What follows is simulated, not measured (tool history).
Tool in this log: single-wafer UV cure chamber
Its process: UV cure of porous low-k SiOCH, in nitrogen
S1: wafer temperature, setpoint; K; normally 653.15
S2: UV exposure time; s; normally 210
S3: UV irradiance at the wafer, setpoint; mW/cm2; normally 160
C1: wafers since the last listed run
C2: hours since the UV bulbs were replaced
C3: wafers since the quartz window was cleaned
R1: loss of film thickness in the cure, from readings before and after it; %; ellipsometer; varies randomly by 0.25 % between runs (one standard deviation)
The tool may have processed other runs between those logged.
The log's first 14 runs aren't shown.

{"hour": 889.9, "done": "quartz window cleaned"}
{"run": 15, "hour": 914.7, "S1": 653.15, "S2": 210, "S3": 160, "C1": 151, "C2": 1362.6, "C3": 93, "R1": 16.961}
{"run": 16, "hour": 998.5, "S1": 653.15, "S2": 210, "S3": 160, "C1": 317, "C2": 1446.4, "C3": 411, "R1": 16.674}
{"run": 17, "hour": 1046.0, "S1": 653.15, "S2": 210, "S3": 160, "C1": 179, "C2": 1493.9, "C3": 591, "R1": 16.271}
{"run": 18, "hour": 1152.1, "S1": 664.15, "S2": 210, "S3": 160, "C1": 401, "C2": 1600.0, "C3": 992, "R1": 16.643}
{"run": 19, "hour": 1227.1, "S1": 664.15, "S2": 210, "S3": 160, "C1": 283, "C2": 1675.0, "C3": 1276, "R1": 16.637}
{"run": 20, "hour": 1318.6, "S1": 653.15, "S2": 210, "S3": 130, "C1": 346, "C2": 1766.5, "C3": 1623, "R1": 15.399}
{"run": 21, "hour": 1369.8, "S1": 663.15, "S2": 145, "S3": 133, "C1": 193, "C2": 1817.7, "C3": 1816, "R1": 13.3}
{"hour": 1478.6, "done": "quartz window cleaned, repeated, since the last time left the tool worse"}
{"run": 22, "hour": 1613.9, "S1": 642.15, "S2": 155, "S3": 160, "C1": 893, "C2": 2061.8, "C3": 512, "R1": 15.712}
{"run": 23, "hour": 1716.2, "S1": 669.15, "S2": 110, "S3": 139, "C1": 387, "C2": 2164.1, "C3": 899, "R1": 13.096}
{"run": 24, "hour": 1759.2, "S1": 653.15, "S2": 210, "S3": 160, "C1": 162, "C2": 2207.1, "C3": 1062, "R1": 17.448}
{"run": 25, "hour": 1818.3, "S1": 653.15, "S2": 170, "S3": 190, "C1": 223, "C2": 2266.2, "C3": 1286, "R1": 17.699}
{"run": 26, "hour": 2047.3, "S1": 653.15, "S2": 210, "S3": 160, "C1": 866, "C2": 2495.2, "C3": 2153, "R1": 17.46}
{"run": 27, "hour": 2133.0, "S1": 638.15, "S2": 105, "S3": 193, "C1": 324, "C2": 2580.9, "C3": 2477, "R1": 13.86}
{"hour": 2149.3, "done": "quartz window cleaned"}
{"hour": 2161.0, "done": "UV bulbs replaced"}
{"run": 28, "hour": 2174.7, "S1": 653.15, "S2": 210, "S3": 160, "C1": 97, "C2": 13.7, "C3": 65, "R1": 17.523}
{"run": 29, "hour": 2241.2, "S1": 659.15, "S2": 210, "S3": 146, "C1": 251, "C2": 80.2, "C3": 317, "R1": 17.429}
{"run": 30, "hour": 2339.8, "S1": 653.15, "S2": 85, "S3": 180, "C1": 373, "C2": 178.8, "C3": 690, "R1": 13.028}
{"run": 31, "hour": 2418.6, "S1": 640.15, "S2": 100, "S3": 197, "C1": 298, "C2": 257.6, "C3": 989, "R1": 14.105}
{"run": 32, "hour": 2474.2, "S1": 637.15, "S2": 155, "S3": 189, "C1": 210, "C2": 313.2, "C3": 1199, "R1": 16.186}
{"run": 33, "hour": 2543.8, "S1": 668.15, "S2": 300, "S3": 160, "C1": 263, "C2": 382.8, "C3": 1463, "R1": 20.522}
{"run": 34, "hour": 2598.6, "S1": 667.15, "S2": 260, "S3": 199, "C1": 207, "C2": 437.6, "C3": 1670, "R1": 20.413}
{"run": 35, "hour": 2683.0, "S1": 672.15, "S2": 210, "S3": 148, "C1": 319, "C2": 522.0, "C3": 1990, "R1": 17.362}
{"run": 36, "hour": 2788.4, "S1": 653.15, "S2": 315, "S3": 137, "C1": 399, "C2": 627.4, "C3": 2389, "R1": 18.732}
{"run": 37, "hour": 2832.4, "S1": 653.15, "S2": 85, "S3": 160, "C1": 166, "C2": 671.4, "C3": 2555, "R1": 11.888}
{"hour": 2862.9, "done": "quartz window cleaned"}
{"run": 38, "hour": 2928.1, "S1": 653.15, "S2": 210, "S3": 160, "C1": 332, "C2": 767.1, "C3": 246, "R1": 17.858}

Here are 4 independent what-if runs from the current tool condition. What would each one return?
{"run": "A", "hour": 2928.6, "S1": 653.15, "S2": 325, "S3": 160, "C1": 1, "C2": 767.6, "C3": 248, "R1": "?"}
{"run": "B", "hour": 2928.6, "S1": 653.15, "S2": 100, "S3": 160, "C1": 1, "C2": 767.6, "C3": 248, "R1": "?"}
{"run": "C", "hour": 2928.6, "S1": 639.15, "S2": 280, "S3": 147, "C1": 1, "C2": 767.6, "C3": 248, "R1": "?"}
{"run": "D", "hour": 2928.6, "S1": 646.15, "S2": 245, "S3": 176, "C1": 1, "C2": 767.6, "C3": 248, "R1": "?"}

run=A R1=20.285
run=B R1=13.233
run=C R1=18.478
run=D R1=18.946
Had the tool no hidden state, the same runs would have come out as:
run=A R1=20.472
run=B R1=13.404
run=C R1=18.663
run=D R1=19.131

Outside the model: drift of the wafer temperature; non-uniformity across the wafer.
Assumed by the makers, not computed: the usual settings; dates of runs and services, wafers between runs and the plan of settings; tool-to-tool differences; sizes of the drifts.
